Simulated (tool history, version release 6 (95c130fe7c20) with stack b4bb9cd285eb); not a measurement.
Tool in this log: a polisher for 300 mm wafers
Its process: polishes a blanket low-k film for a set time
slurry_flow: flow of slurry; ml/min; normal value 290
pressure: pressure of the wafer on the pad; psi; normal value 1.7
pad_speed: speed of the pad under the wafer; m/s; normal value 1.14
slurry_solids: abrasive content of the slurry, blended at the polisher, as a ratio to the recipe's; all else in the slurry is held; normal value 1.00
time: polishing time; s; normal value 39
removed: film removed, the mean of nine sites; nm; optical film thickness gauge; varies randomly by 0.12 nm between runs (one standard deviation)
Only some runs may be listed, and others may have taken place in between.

run	hour	slurry_flow	pressure	pad_speed	slurry_solids	time	wafers since the last listed run	wafers polished on this pad	hours since the slurry nozzle was cleaned	hours since the head pressure was calibrated	hours since the slurry blender was calibrated	hours since the conditioning disc was replaced	incoming thickness of the incoming film, nm	removed
1	0.0	325	1.7	1.14	1.00	39	0	3012	388.5	293.8	142.8	344.2	442.3	19.3
2	43.4	325	1.7	1.14	1.00	39	405	3417	431.9	337.2	186.2	387.6	438.3	19.0
3	145.7	320	1.7	1.14	1.00	39	955	4373	534.2	439.5	288.5	489.9	435.2	19.3
# hour 193.5: worn pad replaced by a new one
4	222.4	320	1.7	1.14	1.00	39	679	269	610.9	516.2	365.2	566.6	448.2	19.2
# hour 234.9: conditioning disc replaced and pad reconditioned
5	270.8	320	1.7	1.14	1.00	39	433	703	659.3	564.6	413.6	35.9	434.0	19.4
6	343.9	290	1.7	1.14	1.00	39	683	1386	732.4	637.7	486.7	109.0	432.7	19.0
# hour 373.6: head pressure recalibrated
# hour 385.6: slurry blender recalibrated
7	416.9	290	1.7	1.14	1.00	39	644	2031	805.4	43.3	31.3	182.0	441.7	20.2
# hour 438.6: slurry nozzle cleaned
8	464.8	290	1.4	1.02	1.00	39	438	2469	26.2	91.2	79.2	229.9	440.2	15.3
9	510.2	290	1.4	1.02	1.00	39	424	2893	71.6	136.6	124.6	275.3	448.0	15.3
10	611.7	290	2.1	1.14	1.00	39	948	3842	173.1	238.1	226.1	376.8	440.8	25.3
# hour 651.0: worn pad replaced by a new one
11	661.6	255	1.4	1.36	1.00	39	428	99	223.0	288.0	276.0	426.7	446.9	19.5
# hour 676.1: conditioning disc replaced and pad reconditioned
12	737.7	360	1.7	1.14	1.00	39	692	791	299.1	364.1	352.1	61.6	438.0	21.3
13	792.4	290	1.5	1.14	0.80	39	511	1302	353.8	418.8	406.8	116.3	443.3	16.2
# hour 816.7: slurry blender recalibrated
# hour 843.9: head pressure recalibrated, repeated, since the last time left the tool worse
14	862.5	330	1.2	1.14	1.20	49	617	1920	423.9	18.6	45.8	186.4	447.4	18.0
15	910.2	290	1.7	1.14	1.00	39	445	2366	471.6	66.3	93.5	234.1	434.6	18.3
16	1011.8	290	2.3	1.14	1.00	39	949	3315	573.2	167.9	195.1	335.7	440.4	24.9
# hour 1104.7: conditioning disc replaced and pad reconditioned
# hour 1124.3: worn pad replaced by a new one
17	1162.5	290	1.7	0.86	0.80	39	1352	356	723.9	318.6	345.8	57.8	442.7	13.2
# hour 1250.9: slurry blender recalibrated
# hour 1262.3: slurry nozzle cleaned
18	1263.6	290	1.7	0.96	1.15	47	916	1273	1.3	419.7	12.7	158.9	446.4	21.2
19	1351.5	290	1.7	1.38	0.70	30	821	2094	89.2	507.6	100.6	246.8	435.8	13.5
20	1391.2	290	1.7	1.14	1.00	39	370	2465	128.9	547.3	140.3	286.5	443.7	19.0
# hour 1438.8: head pressure recalibrated
21	1442.7	345	1.4	1.14	0.80	39	462	2928	180.4	3.9	191.8	338.0	431.0	13.3
# hour 1593.2: conditioning disc replaced and pad reconditioned
# hour 1626.1: worn pad replaced by a new one
22	1719.4	290	1.7	1.14	1.00	39	2529	872	457.1	280.6	468.5	126.2	438.1	18.9
# hour 1788.3: slurry blender recalibrated
23	1808.4	370	2.0	0.90	0.90	39	813	1685	546.1	369.6	20.1	215.2	442.9	18.1
24	1878.4	340	1.7	0.92	1.00	39	654	2339	616.1	439.6	90.1	285.2	443.9	16.4
25	1929.0	290	1.7	1.14	1.00	39	472	2812	666.7	490.2	140.7	335.8	436.9	19.0

Each row is a separate what-if for the run after 25, all from the same tool condition, not one after another. Results?
A	1929.4	290	1.7	1.14	1.25	39	3	2815	667.1	490.6	141.1	336.2	431.6	?
B	1929.4	290	1.2	1.40	1.20	39	3	2815	667.1	490.6	141.1	336.2	431.6	?
C	1929.4	235	2.1	1.14	1.00	39	3	2815	667.1	490.6	141.1	336.2	431.6	?
D	1929.4	330	1.7	1.14	1.00	39	3	2815	667.1	490.6	141.1	336.2	431.6	?

run	removed
A	21.5
B	17.5
C	23.2
D	19.5
Take away the tool's hidden state, keep each run's random variation, and the runs would have read:
run	removed
A	20.2
B	16.5
C	21.9
D	18.4
